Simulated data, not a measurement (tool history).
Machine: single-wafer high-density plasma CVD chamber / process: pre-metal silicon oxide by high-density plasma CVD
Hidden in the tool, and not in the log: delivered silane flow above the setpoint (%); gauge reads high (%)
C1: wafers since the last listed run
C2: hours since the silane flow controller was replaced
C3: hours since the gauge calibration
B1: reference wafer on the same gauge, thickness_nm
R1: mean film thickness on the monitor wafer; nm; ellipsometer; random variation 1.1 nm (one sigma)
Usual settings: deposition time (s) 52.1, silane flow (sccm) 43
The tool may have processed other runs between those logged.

{"run": 1, "day": 0.0, "deposition time (s)": 52.1, "silane flow (sccm)": 43, "C1": 0, "C2": 2536.8, "C3": 57.3, "B1": 186.86, "R1": 222.586}
{"run": 2, "day": 0.7, "deposition time (s)": 52.1, "silane flow (sccm)": 43, "C1": 461, "C2": 2553.6, "C3": 74.1, "B1": 187.042, "R1": 223.134}
{"run": 3, "day": 1.433, "deposition time (s)": 52.1, "silane flow (sccm)": 43, "C1": 483, "C2": 2571.2, "C3": 91.7, "B1": 187.141, "R1": 223.735}
{"run": 4, "day": 2.85, "deposition time (s)": 52.1, "silane flow (sccm)": 43, "C1": 934, "C2": 2605.2, "C3": 125.7, "B1": 186.918, "R1": 224.023}
{"run": 5, "day": 4.321, "deposition time (s)": 52.1, "silane flow (sccm)": 43, "C1": 969, "C2": 2640.5, "C3": 161.0, "B1": 187.236, "R1": 223.475}
{"run": 6, "day": 4.862, "deposition time (s)": 52.1, "silane flow (sccm)": 45, "C1": 357, "C2": 2653.5, "C3": 174.0, "B1": 187.266, "R1": 233.823}
{"run": 7, "day": 6.112, "deposition time (s)": 52.1, "silane flow (sccm)": 45, "C1": 824, "C2": 2683.5, "C3": 204.0, "B1": 187.482, "R1": 232.834}
{"run": 8, "day": 6.658, "deposition time (s)": 52.1, "silane flow (sccm)": 39, "C1": 359, "C2": 2696.6, "C3": 217.1, "B1": 187.413, "R1": 204.97}
{"run": 9, "day": 7.558, "deposition time (s)": 52.1, "silane flow (sccm)": 43, "C1": 593, "C2": 2718.2, "C3": 238.7, "B1": 187.511, "R1": 223.164}
{"run": 10, "day": 8.575, "deposition time (s)": 52.1, "silane flow (sccm)": 38, "C1": 670, "C2": 2742.6, "C3": 263.1, "B1": 187.789, "R1": 203.141}
{"run": 11, "day": 9.879, "deposition time (s)": 52.1, "silane flow (sccm)": 38, "C1": 859, "C2": 2773.9, "C3": 294.4, "B1": 187.987, "R1": 204.201}
{"run": 12, "day": 11.346, "deposition time (s)": 52.1, "silane flow (sccm)": 38, "C1": 967, "C2": 2809.1, "C3": 329.6, "B1": 188.098, "R1": 203.364}
{"run": 13, "day": 12.071, "deposition time (s)": 52.1, "silane flow (sccm)": 48, "C1": 478, "C2": 2826.5, "C3": 347.0, "B1": 188.535, "R1": 245.981}
{"run": 14, "day": 13.538, "deposition time (s)": 52.1, "silane flow (sccm)": 48, "C1": 967, "C2": 2861.7, "C3": 382.2, "B1": 188.815, "R1": 247.589}
{"run": 15, "day": 14.612, "deposition time (s)": 52.1, "silane flow (sccm)": 48, "C1": 708, "C2": 2887.5, "C3": 408.0, "B1": 188.98, "R1": 244.891}
{"run": 16, "day": 15.775, "deposition time (s)": 52.1, "silane flow (sccm)": 43, "C1": 766, "C2": 2915.4, "C3": 435.9, "B1": 189.076, "R1": 226.435}
{"run": 17, "day": 16.788, "deposition time (s)": 52.1, "silane flow (sccm)": 43, "C1": 667, "C2": 2939.7, "C3": 460.2, "B1": 189.256, "R1": 223.623}
{"run": 18, "day": 18.092, "deposition time (s)": 52.1, "silane flow (sccm)": 43, "C1": 859, "C2": 2971.0, "C3": 491.5, "B1": 189.619, "R1": 227.573}
{"run": 19, "day": 18.896, "deposition time (s)": 52.1, "silane flow (sccm)": 43, "C1": 530, "C2": 2990.3, "C3": 510.8, "B1": 189.908, "R1": 227.202}
{"run": 20, "day": 20.058, "deposition time (s)": 52.1, "silane flow (sccm)": 43, "C1": 766, "C2": 3018.2, "C3": 538.7, "B1": 190.108, "R1": 225.716}
{"run": 21, "day": 20.667, "deposition time (s)": 52.1, "silane flow (sccm)": 43, "C1": 401, "C2": 3032.8, "C3": 553.3, "B1": 190.243, "R1": 227.764}
{"run": 22, "day": 21.3, "deposition time (s)": 52.1, "silane flow (sccm)": 43, "C1": 417, "C2": 3048.0, "C3": 568.5, "B1": 190.392, "R1": 227.383}
{"day": 21.679, "done": "gauge calibrated"}
{"run": 23, "day": 22.262, "deposition time (s)": 62.3, "silane flow (sccm)": 37, "C1": 634, "C2": 3071.1, "C3": 14.0, "B1": 187.645, "R1": 239.636}
{"run": 24, "day": 23.554, "deposition time (s)": 56.8, "silane flow (sccm)": 43, "C1": 851, "C2": 3102.1, "C3": 45.0, "B1": 187.476, "R1": 243.318}
{"run": 25, "day": 24.446, "deposition time (s)": 42.8, "silane flow (sccm)": 36, "C1": 587, "C2": 3123.5, "C3": 66.4, "B1": 187.713, "R1": 159.79}
{"run": 26, "day": 24.962, "deposition time (s)": 56.7, "silane flow (sccm)": 45, "C1": 340, "C2": 3135.9, "C3": 78.8, "B1": 187.452, "R1": 251.919}
{"run": 27, "day": 26.258, "deposition time (s)": 61.9, "silane flow (sccm)": 36, "C1": 854, "C2": 3167.0, "C3": 109.9, "B1": 187.603, "R1": 230.843}
{"run": 28, "day": 27.096, "deposition time (s)": 44.6, "silane flow (sccm)": 48, "C1": 552, "C2": 3187.1, "C3": 130.0, "B1": 187.47, "R1": 210.084}
{"run": 29, "day": 30.4, "deposition time (s)": 60.2, "silane flow (sccm)": 43, "C1": 2178, "C2": 3266.4, "C3": 209.3, "B1": 187.735, "R1": 260.26}
{"run": 30, "day": 31.417, "deposition time (s)": 44.2, "silane flow (sccm)": 40, "C1": 670, "C2": 3290.8, "C3": 233.7, "B1": 187.849, "R1": 179.906}
{"run": 31, "day": 32.25, "deposition time (s)": 52.1, "silane flow (sccm)": 50, "C1": 549, "C2": 3310.8, "C3": 253.7, "B1": 188.168, "R1": 254.684}
{"run": 32, "day": 33.121, "deposition time (s)": 57.5, "silane flow (sccm)": 43, "C1": 574, "C2": 3331.7, "C3": 274.6, "B1": 188.105, "R1": 248.848}
{"run": 33, "day": 33.671, "deposition time (s)": 60.1, "silane flow (sccm)": 50, "C1": 362, "C2": 3344.9, "C3": 287.8, "B1": 188.387, "R1": 295.703}
{"run": 34, "day": 35.167, "deposition time (s)": 59.4, "silane flow (sccm)": 46, "C1": 986, "C2": 3380.8, "C3": 323.7, "B1": 188.469, "R1": 271.715}
{"run": 35, "day": 35.908, "deposition time (s)": 58.5, "silane flow (sccm)": 36, "C1": 489, "C2": 3398.6, "C3": 341.5, "B1": 188.656, "R1": 219.195}
{"run": 36, "day": 36.508, "deposition time (s)": 52.1, "silane flow (sccm)": 43, "C1": 395, "C2": 3413.0, "C3": 355.9, "B1": 188.878, "R1": 224.572}
{"run": 37, "day": 37.158, "deposition time (s)": 58.5, "silane flow (sccm)": 48, "C1": 428, "C2": 3428.6, "C3": 371.5, "B1": 188.758, "R1": 277.763}
{"day": 37.7, "done": "silane flow controller replaced"}
{"run": 38, "day": 38.117, "deposition time (s)": 47.2, "silane flow (sccm)": 43, "C1": 412, "C2": 10.0, "C3": 394.5, "B1": 189.228, "R1": 202.78}
{"run": 39, "day": 41.004, "deposition time (s)": 52.1, "silane flow (sccm)": 43, "C1": 1903, "C2": 79.3, "C3": 463.8, "B1": 189.794, "R1": 224.556}
{"run": 40, "day": 41.621, "deposition time (s)": 52.1, "silane flow (sccm)": 48, "C1": 406, "C2": 94.1, "C3": 478.6, "B1": 189.97, "R1": 248.962}
{"run": 41, "day": 45.058, "deposition time (s)": 52.1, "silane flow (sccm)": 40, "C1": 2266, "C2": 176.6, "C3": 561.1, "B1": 190.89, "R1": 215.171}
{"run": 42, "day": 46.108, "deposition time (s)": 55.4, "silane flow (sccm)": 43, "C1": 692, "C2": 201.8, "C3": 586.3, "B1": 191.065, "R1": 244.153}
{"run": 43, "day": 47.529, "deposition time (s)": 58.9, "silane flow (sccm)": 41, "C1": 936, "C2": 235.9, "C3": 620.4, "B1": 191.549, "R1": 248.606}
{"run": 44, "day": 48.517, "deposition time (s)": 59.7, "silane flow (sccm)": 43, "C1": 651, "C2": 259.6, "C3": 644.1, "B1": 191.976, "R1": 263.679}
{"run": 45, "day": 49.875, "deposition time (s)": 62.3, "silane flow (sccm)": 37, "C1": 895, "C2": 292.2, "C3": 676.7, "B1": 192.581, "R1": 242.391}
{"run": 46, "day": 51.05, "deposition time (s)": 62.1, "silane flow (sccm)": 43, "C1": 774, "C2": 320.4, "C3": 704.9, "B1": 192.914, "R1": 274.569}

Take each entry between the runs: how does the hidden state at the last listed run before it differ from the hidden state at the first listed run after it?
Runs 22 to 23: gauge calibrated (day 21.679)
  gauge reads high (%): 1.89 -> 0.23
  measured less the result without the state, R1: +4.213 -> +0.550 nm
Runs 37 to 38: silane flow controller replaced (day 37.700)
  gauge reads high (%): 1.04 -> 1.15
  measured less the result without the state, R1: +2.869 -> +2.301 nm
